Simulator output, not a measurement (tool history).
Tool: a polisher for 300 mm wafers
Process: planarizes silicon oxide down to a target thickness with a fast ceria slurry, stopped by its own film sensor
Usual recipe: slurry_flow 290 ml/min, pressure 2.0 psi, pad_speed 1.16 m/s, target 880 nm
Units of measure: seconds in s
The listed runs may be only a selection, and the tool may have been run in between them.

run	day	slurry_flow	pressure	pad_speed	target	incoming thickness of the incoming film, nm	seconds
1	0.000	290	2.0	1.16	880	1758.1	67.7
2	0.379	290	2.0	1.16	880	1776.2	70.2
3	0.942	290	2.0	1.16	880	1725.6	65.4
4	1.500	290	2.0	1.16	880	1766.3	68.5
5	2.138	290	2.0	1.16	880	1751.1	68.0
6	2.721	290	2.0	1.16	880	1718.5	65.4
7	3.067	290	2.0	1.16	880	1737.1	67.4
8	3.475	290	2.0	0.96	880	1725.9	79.2
9	3.950	290	2.0	0.96	880	1763.0	83.3
10	4.396	290	2.0	1.16	880	1763.4	70.1
11	4.733	290	2.0	1.40	880	1733.0	56.1
12	5.342	290	2.0	0.96	720	1750.3	99.1
13	5.988	290	2.0	0.96	720	1745.4	97.6
14	6.383	290	2.0	0.96	720	1727.3	96.9
15	6.671	290	2.0	1.16	952	1709.8	61.1
16	7.167	290	2.0	1.16	880	1757.2	71.2
17	7.883	290	2.0	1.16	880	1737.0	68.1
# day 8.292: worn pad replaced by a new one
18	8.312	290	1.7	1.16	880	1740.2	73.5
19	8.471	220	1.4	1.16	880	1735.5	84.8
20	9.133	290	2.0	1.16	952	1766.7	63.3
21	9.429	290	2.0	0.80	788	1703.2	100.1
22	10.071	290	2.0	1.28	680	1735.5	75.7
23	10.762	290	2.6	1.16	961	1707.9	48.8
24	11.354	290	1.5	1.16	880	1731.1	78.9
# day 11.608: slurry nozzle cleaned
25	11.825	290	2.6	0.96	880	1720.3	64.8
# day 12.058: head pressure recalibrated
26	12.250	290	2.0	1.16	880	1733.9	66.3
27	12.767	290	2.0	0.84	880	1759.7	92.2
28	13.183	290	2.0	1.16	880	1755.4	69.2
29	13.508	290	2.0	1.16	1180	1756.8	46.6
30	13.992	290	2.0	1.16	612	1739.5	89.6
31	14.592	290	1.6	1.16	880	1746.5	78.7
32	15.125	290	2.0	1.16	880	1729.1	68.2
33	15.525	290	2.4	0.94	880	1750.2	74.5
34	16.029	200	1.4	1.16	880	1718.5	88.4
35	16.533	365	1.5	0.98	1168	1725.0	60.4
# day 16.946: worn pad replaced by a new one
36	17.142	290	1.4	1.16	674	1756.4	103.3

Here are 4 independent what-if runs from the current tool condition. What would each one return?
A	17.158	290	2.3	1.16	880	1733.7	?
B	17.158	230	2.7	1.48	958	1733.7	?
C	17.158	370	1.8	1.16	688	1733.7	?
D	17.158	290	2.4	1.16	973	1733.7	?

run	seconds
A	59.7
B	39.3
C	84.1
D	51.7
Had the tool no hidden state, the same runs would have come out as:
run	seconds
A	59.3
B	39.1
C	83.6
D	51.3
